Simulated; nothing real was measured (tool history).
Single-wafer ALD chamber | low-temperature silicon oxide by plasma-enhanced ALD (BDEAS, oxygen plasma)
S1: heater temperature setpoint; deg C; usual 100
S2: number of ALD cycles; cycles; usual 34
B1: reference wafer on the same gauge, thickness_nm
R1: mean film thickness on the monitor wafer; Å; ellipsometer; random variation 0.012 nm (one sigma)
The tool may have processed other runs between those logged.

run,hour,S1,S2,B1,R1
1,0.0,100,37,4.789,53.06
2,28.2,100,37,4.787,53.29
3,39.2,92,34,4.789,49.95
4,53.1,105,34,4.790,48.31
5,70.3,105,34,4.790,48.20
6,78.9,105,34,4.790,48.24
7,91.3,91,34,4.790,49.99
8,107.3,100,34,4.789,48.76
9,124.2,90,34,4.789,50.68
10,132.4,90,34,4.792,50.36
11,149.5,100,30,4.791,43.23
12,163.7,100,34,4.790,48.82
13,177.7,100,34,4.787,48.73
14,186.0,100,31,4.789,44.77
15,203.6,100,31,4.791,44.59
16,210.0,100,31,4.791,44.67
17,218.3,100,29,4.786,41.77
18,235.2,100,29,4.788,41.81
19,242.3,100,29,4.792,41.75
20,259.1,94,29,4.788,42.63
21,268.8,94,29,4.790,42.58
22,276.0,100,34,4.791,48.87
23,293.3,100,34,4.792,49.05
24,305.7,110,30,4.786,42.23
25,318.5,112,29,4.790,40.80
26,331.1,100,34,4.789,49.15
27,341.6,100,34,4.790,48.99
28,350.5,96,34,4.786,49.77
29,357.3,105,37,4.793,52.20
30,366.9,93,38,4.791,56.06
31,398.8,112,38,4.793,53.41
32,405.4,90,29,4.792,43.17
33,423.4,100,34,4.787,48.85
# hour 426.8: gauge calibrated
34,435.5,100,40,4.788,58.00
# hour 456.9: thermocouple changed; heater temperature recalibrated
35,457.4,100,34,4.793,48.37
36,470.9,94,29,4.789,41.96
37,480.4,114,32,4.790,44.60
38,497.1,114,38,4.790,52.88
39,513.8,112,34,4.789,47.46
40,521.6,113,37,4.789,51.44
41,534.8,88,32,4.789,47.19
42,543.8,110,40,4.792,55.91
43,556.9,100,34,4.789,48.54
44,574.7,100,28,4.789,40.05
45,582.7,100,34,4.789,48.46
46,618.8,100,34,4.788,48.48

For each run, what was the tool's unlogged condition?
gauge reads high (%): 0 in every run
H1: wafer temperature above the value expected at the setpoint (K)
run,H1
1,-3.24
2,-3.38
3,-3.44
4,-3.51
5,-3.6
6,-3.64
7,-3.71
8,-3.79
9,-3.87
10,-3.92
11,-4
12,-4.07
13,-4.15
14,-4.19
15,-4.28
16,-4.31
17,-4.35
18,-4.44
19,-4.48
20,-4.56
21,-4.61
22,-4.65
23,-4.74
24,-4.8
25,-4.86
26,-4.93
27,-4.98
28,-5.03
29,-5.06
30,-5.11
31,-5.27
32,-5.31
33,-5.4
34,-5.46
35,-0.954
36,-1.02
37,-1.07
38,-1.16
39,-1.24
40,-1.28
41,-1.35
42,-1.39
43,-1.46
44,-1.55
45,-1.59
46,-1.78
